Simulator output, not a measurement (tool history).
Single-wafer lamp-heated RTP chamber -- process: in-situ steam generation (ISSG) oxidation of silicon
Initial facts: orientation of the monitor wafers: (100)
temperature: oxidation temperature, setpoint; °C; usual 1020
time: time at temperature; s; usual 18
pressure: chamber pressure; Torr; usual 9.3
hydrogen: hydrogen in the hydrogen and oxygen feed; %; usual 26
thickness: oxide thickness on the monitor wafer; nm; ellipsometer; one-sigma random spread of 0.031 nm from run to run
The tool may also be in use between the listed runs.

run	hour	temperature	time	pressure	hydrogen	wafers since the last listed run	wafers since the last pyrometer calibration	hours since the pressure gauge was zeroed	hours since the hydrogen flow controller was replaced	hours since the gauge calibration	read-back reference wafer on the same gauge, thickness	thickness
1	0	1020	18	9.3	26	0	1486	4667.7	5213	105.8	6.036	5.398
2	22.2	1020	18	9.3	26	284	1770	4689.9	5235.2	128	6.036	5.37
3	48.5	1020	18	9.3	26	337	2108	4716.2	5261.5	154.3	6.056	5.482
4	73.9	1020	18	9.3	26	325	2433	4741.6	5286.9	179.7	6.061	5.429
# hour 180.6: pressure gauge zeroed
5	181.1	1020	18	9.3	26	1272	3705	0.5	5394.1	286.9	6.061	5.419
# hour 202.8: gauge calibrated
6	203	1020	18	9.3	26	280	3986	22.4	5416	0.2	6.045	5.451
7	235.3	1020	18	9.3	26	414	4400	54.7	5448.3	32.5	6.056	5.494
8	255.4	1020	18	9.3	26	257	4658	74.8	5468.4	52.6	6.039	5.412
9	273.3	1020	18	9.3	32	229	4888	92.7	5486.3	70.5	6.055	5.814
# hour 289.4: hydrogen flow controller replaced
10	307.5	1020	11	9.3	26	335	5224	126.9	18.1	104.7	6.03	4.404
11	319.8	1020	14	8.2	26	157	5381	139.2	30.4	117	6.045	4.993
# hour 388.4: pyrometer window cleaned and pyrometer calibrated
12	389.4	1035	18	7.9	26	789	12	208.8	100	186.6	6.05	5.905
13	418	1020	18	9.3	26	366	379	237.4	128.6	215.2	6.03	5.421
14	459.5	1020	18	9.3	26	532	911	278.9	170.1	256.7	6.05	5.342
15	478.1	1031	21	9.3	26	238	1149	297.5	188.7	275.3	6.05	6.135
# hour 509.8: gauge calibrated
16	511.5	1020	18	9.3	26	428	1578	330.9	222.1	1.7	6.056	5.401
17	541.9	1020	18	8.5	18	389	1968	361.3	252.5	32.1	6.053	5.028
18	556.7	1020	11	9.3	32	189	2157	376.1	267.3	46.9	6.071	4.547

3 ways to go on from here, each from the tool as it stands after run 18. What would each give?
A	557.1	1037	18	9.3	26	5	2162	376.5	267.7	47.3	?	?
B	557.1	1029	15	9.3	21	5	2162	376.5	267.7	47.3	?	?
C	557.1	1035	18	10.2	21	5	2162	376.5	267.7	47.3	?	?

run	read-back reference wafer on the same gauge, thickness	thickness
A	6.034	5.872
B	6.034	4.918
C	6.034	5.447
Without the tool's hidden state the same runs would have given:
run	thickness
A	5.817
B	4.876
C	5.396
